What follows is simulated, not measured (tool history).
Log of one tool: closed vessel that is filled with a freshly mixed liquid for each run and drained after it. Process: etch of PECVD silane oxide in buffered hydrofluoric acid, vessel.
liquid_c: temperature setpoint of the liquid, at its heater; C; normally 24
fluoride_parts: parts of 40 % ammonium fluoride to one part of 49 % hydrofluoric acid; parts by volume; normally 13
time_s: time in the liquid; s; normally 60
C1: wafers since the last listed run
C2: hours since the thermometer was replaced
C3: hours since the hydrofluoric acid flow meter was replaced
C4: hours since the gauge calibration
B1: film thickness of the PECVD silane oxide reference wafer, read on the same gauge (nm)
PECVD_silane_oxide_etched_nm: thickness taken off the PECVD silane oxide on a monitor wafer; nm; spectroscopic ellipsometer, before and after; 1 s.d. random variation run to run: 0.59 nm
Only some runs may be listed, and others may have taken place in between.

{"run": 1, "hour": 0.0, "liquid_c": 24, "fluoride_parts": 13, "time_s": 60, "C1": 0, "C2": 63.2, "C3": 54.8, "C4": 1214.9, "B1": 39.99, "PECVD_silane_oxide_etched_nm": 66.37}
{"run": 2, "hour": 33.5, "liquid_c": 24, "fluoride_parts": 15.5, "time_s": 40, "C1": 2641, "C2": 96.7, "C3": 88.3, "C4": 1248.4, "B1": 40.01, "PECVD_silane_oxide_etched_nm": 37.73}
{"run": 3, "hour": 60.0, "liquid_c": 24, "fluoride_parts": 13, "time_s": 60, "C1": 2089, "C2": 123.2, "C3": 114.8, "C4": 1274.9, "B1": 40.01, "PECVD_silane_oxide_etched_nm": 65.95}
{"run": 4, "hour": 123.7, "liquid_c": 24, "fluoride_parts": 13, "time_s": 60, "C1": 5023, "C2": 186.9, "C3": 178.5, "C4": 1338.6, "B1": 40.03, "PECVD_silane_oxide_etched_nm": 65.56}
{"run": 5, "hour": 170.6, "liquid_c": 24, "fluoride_parts": 13, "time_s": 60, "C1": 3698, "C2": 233.8, "C3": 225.4, "C4": 1385.5, "B1": 40.01, "PECVD_silane_oxide_etched_nm": 67.13}
{"run": 6, "hour": 229.6, "liquid_c": 24, "fluoride_parts": 13, "time_s": 60, "C1": 4652, "C2": 292.8, "C3": 284.4, "C4": 1444.5, "B1": 39.99, "PECVD_silane_oxide_etched_nm": 66.59}
{"run": 7, "hour": 269.6, "liquid_c": 24, "fluoride_parts": 13, "time_s": 40, "C1": 3154, "C2": 332.8, "C3": 324.4, "C4": 1484.5, "B1": 40.02, "PECVD_silane_oxide_etched_nm": 44.55}
{"run": 8, "hour": 325.2, "liquid_c": 24, "fluoride_parts": 13, "time_s": 40, "C1": 4384, "C2": 388.4, "C3": 380, "C4": 1540.1, "B1": 40, "PECVD_silane_oxide_etched_nm": 45.18}
{"run": 9, "hour": 405.0, "liquid_c": 24, "fluoride_parts": 13, "time_s": 60, "C1": 6293, "C2": 468.2, "C3": 459.8, "C4": 1619.9, "B1": 40, "PECVD_silane_oxide_etched_nm": 66.68}
{"run": 10, "hour": 442.3, "liquid_c": 19, "fluoride_parts": 13, "time_s": 60, "C1": 2941, "C2": 505.5, "C3": 497.1, "C4": 1657.2, "B1": 40, "PECVD_silane_oxide_etched_nm": 51.07}
{"run": 11, "hour": 495.1, "liquid_c": 22, "fluoride_parts": 15.5, "time_s": 95, "C1": 4163, "C2": 558.3, "C3": 549.9, "C4": 1710, "B1": 40.01, "PECVD_silane_oxide_etched_nm": 77.65}
{"run": 12, "hour": 529.4, "liquid_c": 24, "fluoride_parts": 13, "time_s": 45, "C1": 2704, "C2": 592.6, "C3": 584.2, "C4": 1744.3, "B1": 39.99, "PECVD_silane_oxide_etched_nm": 49.7}
{"hour": 590.7, "done": "thermometer replaced"}
{"run": 13, "hour": 594.7, "liquid_c": 20, "fluoride_parts": 13, "time_s": 75, "C1": 5070, "C2": 4, "C3": 649.5, "C4": 1809.6, "B1": 40.02, "PECVD_silane_oxide_etched_nm": 61.93}
{"hour": 632.6, "done": "gauge calibrated"}
{"run": 14, "hour": 643.8, "liquid_c": 24, "fluoride_parts": 13, "time_s": 60, "C1": 3872, "C2": 53.1, "C3": 698.6, "C4": 11.2, "B1": 40, "PECVD_silane_oxide_etched_nm": 62.99}
{"run": 15, "hour": 849.7, "liquid_c": 29, "fluoride_parts": 17.5, "time_s": 75, "C1": 16237, "C2": 259, "C3": 904.5, "C4": 217.1, "B1": 40, "PECVD_silane_oxide_etched_nm": 75.45}
{"run": 16, "hour": 878.8, "liquid_c": 27.5, "fluoride_parts": 17, "time_s": 60, "C1": 2294, "C2": 288.1, "C3": 933.6, "C4": 246.2, "B1": 39.97, "PECVD_silane_oxide_etched_nm": 57.35}
{"hour": 894.3, "done": "hydrofluoric acid flow meter replaced"}
{"run": 17, "hour": 935.2, "liquid_c": 28.5, "fluoride_parts": 8.5, "time_s": 30, "C1": 4368, "C2": 344.5, "C3": 40.9, "C4": 302.6, "B1": 40, "PECVD_silane_oxide_etched_nm": 64.92}
{"run": 18, "hour": 971.3, "liquid_c": 24, "fluoride_parts": 9.5, "time_s": 90, "C1": 2846, "C2": 380.6, "C3": 77, "C4": 338.7, "B1": 40.02, "PECVD_silane_oxide_etched_nm": 136.51}
{"run": 19, "hour": 1013.6, "liquid_c": 24, "fluoride_parts": 13, "time_s": 60, "C1": 3335, "C2": 422.9, "C3": 119.3, "C4": 381, "B1": 40, "PECVD_silane_oxide_etched_nm": 68.94}
{"run": 20, "hour": 1053.4, "liquid_c": 24, "fluoride_parts": 17, "time_s": 50, "C1": 3138, "C2": 462.7, "C3": 159.1, "C4": 420.8, "B1": 40.01, "PECVD_silane_oxide_etched_nm": 44.81}
{"run": 21, "hour": 1124.3, "liquid_c": 27.5, "fluoride_parts": 9.5, "time_s": 40, "C1": 5591, "C2": 533.6, "C3": 230, "C4": 491.7, "B1": 40.01, "PECVD_silane_oxide_etched_nm": 75.1}
{"run": 22, "hour": 1194.7, "liquid_c": 29, "fluoride_parts": 16, "time_s": 85, "C1": 5551, "C2": 604, "C3": 300.4, "C4": 562.1, "B1": 39.98, "PECVD_silane_oxide_etched_nm": 103.39}
{"run": 23, "hour": 1265.4, "liquid_c": 24, "fluoride_parts": 13, "time_s": 40, "C1": 5575, "C2": 674.7, "C3": 371.1, "C4": 632.8, "B1": 40.01, "PECVD_silane_oxide_etched_nm": 45.95}
{"hour": 1284.2, "done": "thermometer replaced"}
{"run": 24, "hour": 1307.9, "liquid_c": 28.5, "fluoride_parts": 13, "time_s": 60, "C1": 3272, "C2": 23.7, "C3": 413.6, "C4": 675.3, "B1": 39.98, "PECVD_silane_oxide_etched_nm": 82.33}
{"run": 25, "hour": 1379.5, "liquid_c": 24, "fluoride_parts": 13, "time_s": 60, "C1": 5646, "C2": 95.3, "C3": 485.2, "C4": 746.9, "B1": 39.98, "PECVD_silane_oxide_etched_nm": 64.56}
{"run": 26, "hour": 1438.5, "liquid_c": 24, "fluoride_parts": 13, "time_s": 60, "C1": 4652, "C2": 154.3, "C3": 544.2, "C4": 805.9, "B1": 39.99, "PECVD_silane_oxide_etched_nm": 64}
{"run": 27, "hour": 1492.9, "liquid_c": 25.5, "fluoride_parts": 16.5, "time_s": 75, "C1": 4290, "C2": 208.7, "C3": 598.6, "C4": 860.3, "B1": 40.01, "PECVD_silane_oxide_etched_nm": 68.06}
{"run": 28, "hour": 1523.4, "liquid_c": 24, "fluoride_parts": 16, "time_s": 35, "C1": 2405, "C2": 239.2, "C3": 629.1, "C4": 890.8, "B1": 40, "PECVD_silane_oxide_etched_nm": 30.55}
{"run": 29, "hour": 1577.5, "liquid_c": 20.5, "fluoride_parts": 17.5, "time_s": 75, "C1": 4266, "C2": 293.3, "C3": 683.2, "C4": 944.9, "B1": 39.98, "PECVD_silane_oxide_etched_nm": 50.07}
{"run": 30, "hour": 1634.3, "liquid_c": 25.5, "fluoride_parts": 13, "time_s": 60, "C1": 4479, "C2": 350.1, "C3": 740, "C4": 1001.7, "B1": 40.01, "PECVD_silane_oxide_etched_nm": 70.01}
{"run": 31, "hour": 1766.5, "liquid_c": 21.5, "fluoride_parts": 13, "time_s": 70, "C1": 10425, "C2": 482.3, "C3": 872.2, "C4": 1133.9, "B1": 39.99, "PECVD_silane_oxide_etched_nm": 64.73}

What the log doesn't show, run by run:
gauge reads high (%): 0, the same for each run
H1: liquid hotter than its thermometer reads (K)
H2: hydrofluoric acid flow below the setpoint (%)
run=1 H1=0.137 H2=1.6
run=2 H1=0.199 H2=1.93
run=3 H1=0.248 H2=2.19
run=4 H1=0.365 H2=2.82
run=5 H1=0.451 H2=3.28
run=6 H1=0.56 H2=3.86
run=7 H1=0.634 H2=4.26
run=8 H1=0.736 H2=4.81
run=9 H1=0.883 H2=5.59
run=10 H1=0.952 H2=5.96
run=11 H1=1.05 H2=6.48
run=12 H1=1.11 H2=6.82
run=13 H1=0.163 H2=7.46
run=14 H1=0.253 H2=7.94
run=15 H1=0.633 H2=9.97
run=16 H1=0.686 H2=10.3
run=17 H1=0.79 H2=0.751
run=18 H1=0.857 H2=1.11
run=19 H1=0.935 H2=1.52
run=20 H1=1.01 H2=1.91
run=21 H1=1.14 H2=2.61
run=22 H1=1.27 H2=3.31
run=23 H1=1.4 H2=4
run=24 H1=0.103 H2=4.42
run=25 H1=0.235 H2=5.13
run=26 H1=0.344 H2=5.71
run=27 H1=0.444 H2=6.24
run=28 H1=0.5 H2=6.54
run=29 H1=0.6 H2=7.08
run=30 H1=0.705 H2=7.64
run=31 H1=0.948 H2=8.94

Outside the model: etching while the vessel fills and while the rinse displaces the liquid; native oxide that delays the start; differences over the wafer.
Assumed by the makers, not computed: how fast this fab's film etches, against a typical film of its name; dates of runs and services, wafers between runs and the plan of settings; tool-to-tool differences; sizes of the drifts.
